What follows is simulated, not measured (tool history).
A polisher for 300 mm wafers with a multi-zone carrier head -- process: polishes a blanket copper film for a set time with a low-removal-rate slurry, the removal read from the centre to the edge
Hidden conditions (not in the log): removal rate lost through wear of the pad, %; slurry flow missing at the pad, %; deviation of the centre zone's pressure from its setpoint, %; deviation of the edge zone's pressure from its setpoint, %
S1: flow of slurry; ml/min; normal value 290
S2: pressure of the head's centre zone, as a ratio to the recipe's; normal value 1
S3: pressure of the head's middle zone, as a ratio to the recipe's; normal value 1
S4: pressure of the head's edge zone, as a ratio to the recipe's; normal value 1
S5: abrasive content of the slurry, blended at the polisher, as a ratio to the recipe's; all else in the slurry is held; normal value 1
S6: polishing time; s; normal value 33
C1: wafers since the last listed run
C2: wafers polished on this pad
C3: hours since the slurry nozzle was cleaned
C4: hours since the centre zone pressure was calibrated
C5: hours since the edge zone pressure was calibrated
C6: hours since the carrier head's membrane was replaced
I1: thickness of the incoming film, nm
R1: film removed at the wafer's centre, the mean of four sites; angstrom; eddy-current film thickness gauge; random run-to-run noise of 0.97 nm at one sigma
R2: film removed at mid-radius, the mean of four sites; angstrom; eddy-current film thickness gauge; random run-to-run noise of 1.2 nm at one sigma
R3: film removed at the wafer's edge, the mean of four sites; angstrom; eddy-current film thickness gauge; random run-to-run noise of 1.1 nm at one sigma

run    hour   S1  S2    S3    S4   S5  S6    C1    C2     C3      C4     C5     C6      I1   R1   R2   R3
  1       0  290   1     1  1.08    1  33     0   138  294.6     837  278.8  397.7  1378.1  804  783  825
  2    78.2  270   1     1  1.06    1  33   969  1107  372.8   915.2    357  475.9  1342.5  786  770  776
  3     145  270   1     1  1.06    1  33   828  1936  439.6     982  423.8  542.7  1378.9  746  740  775
      153.3  -- slurry nozzle cleaned
      220.5  -- worn pad replaced by a new one
  4   237.2  290   1     1  1.05    1  33  1081   206   83.9  1074.2    516  634.9  1356.6  807  804  808
      291.2  -- edge zone pressure recalibrated
  5   418.5  290   1  1.05     1    1  33  2223  2429  265.2  1255.5  127.3  816.2  1359.1  753  754  719
        432  -- carrier head's membrane replaced by a new one, of another model than before
      469.5  -- worn pad replaced by a new one
  6   511.2  290   1  1.05     1    1  33  1037   516  357.9  1348.2    220   79.2  1343.9  826  800  784
      571.8  -- slurry nozzle cleaned
  7   587.2  290   1  1.05     1    1  33   929  1446   15.4  1424.2    296  155.2  1371.7  792  790  773
  8   648.5  190   1   0.9     1    1  33   760  2206   76.7  1485.5  357.3  216.5    1357  723  687  712
      662.2  -- centre zone pressure recalibrated
      708.4  -- worn pad replaced by a new one
  9   821.3  290   1     1     1    1  33  2068  1399  249.5   159.1  530.1  389.3  1351.1  794  787  764
 10   917.8  290   1     1     1    1  33  1196  2596    346   255.6  626.6  485.8  1346.4  727  730  728
      938.9  -- worn pad replaced by a new one
      990.4  -- edge zone pressure recalibrated
     1001.3  -- slurry nozzle cleaned
 11  1018.1  290   1     1     1    1  33  1156   945   16.8   355.9   27.7  586.1  1372.5  804  779  775
 12    1086  390   1  1.04     1    1  33   841  1787   84.7   423.8   95.6    654  1360.7  802  807  786
 13  1143.5  215   1     1     1    1  33   712  2500  142.2   481.3  153.1  711.5    1343  714  716  730
 14  1210.8  290   1     1  1.05  0.9  33   834  3334  209.5   548.6  220.4  778.8  1329.7  684  668  683
     1231.9  -- worn pad replaced by a new one
     1254.7  -- carrier head's membrane replaced by a new one
 15  1294.5  255   1  1.06  0.92    1  25   926   713  293.2   632.3  304.1   39.8  1369.3  599  620  589

Describe how what the log doesn't record of the tool's condition differs between the last listed run preceding each entry between runs and the first listed run following it.
Run 3 -> run 4: slurry nozzle cleaned (hour 153.3); worn pad replaced by a new one (hour 220.5)
  removal rate lost through wear of the pad, %: 5.56 -> 0.342
  the result without the hidden state subtracted from the measured one, R1: -44 -> -3 angstrom; R2: -43 -> -3 angstrom; R3: -46 -> -3 angstrom
Run 4 -> run 5: edge zone pressure recalibrated (hour 291.2)
  removal rate lost through wear of the pad, %: 0.342 -> 7.31
  the result without the hidden state subtracted from the measured one, R1: -3 -> -59 angstrom; R2: -3 -> -59 angstrom; R3: -3 -> -57 angstrom
Run 5 -> run 6: carrier head's membrane replaced by a new one, of another model than before (hour 432); worn pad replaced by a new one (hour 469.5)
  removal rate lost through wear of the pad, %: 7.31 -> 0.617
  the result without the hidden state subtracted from the measured one, R1: -59 -> -5 angstrom; R2: -59 -> -5 angstrom; R3: -57 -> -4 angstrom
Run 6 -> run 7: slurry nozzle cleaned (hour 571.8)
  removal rate lost through wear of the pad, %: 0.617 -> 2.78
  the result without the hidden state subtracted from the measured one, R1: -5 -> -22 angstrom; R2: -5 -> -23 angstrom; R3: -4 -> -22 angstrom
Run 8 -> run 9: centre zone pressure recalibrated (hour 662.2); worn pad replaced by a new one (hour 708.4)
  removal rate lost through wear of the pad, %: 6.04 -> 3.04
  the result without the hidden state subtracted from the measured one, R1: -47 -> -25 angstrom; R2: -45 -> -25 angstrom; R3: -46 -> -24 angstrom
Run 10 -> run 11: worn pad replaced by a new one (hour 938.9); edge zone pressure recalibrated (hour 990.4); slurry nozzle cleaned (hour 1001.3)
  removal rate lost through wear of the pad, %: 8.61 -> 1.36
  the result without the hidden state subtracted from the measured one, R1: -69 -> -11 angstrom; R2: -69 -> -11 angstrom; R3: -69 -> -11 angstrom
Run 14 -> run 15: worn pad replaced by a new one (hour 1231.9); carrier head's membrane replaced by a new one (hour 1254.7)
  removal rate lost through wear of the pad, %: 13.5 -> 0.806
  the result without the hidden state subtracted from the measured one, R1: -106 -> -4 angstrom; R2: -104 -> -5 angstrom; R3: -106 -> -5 angstrom
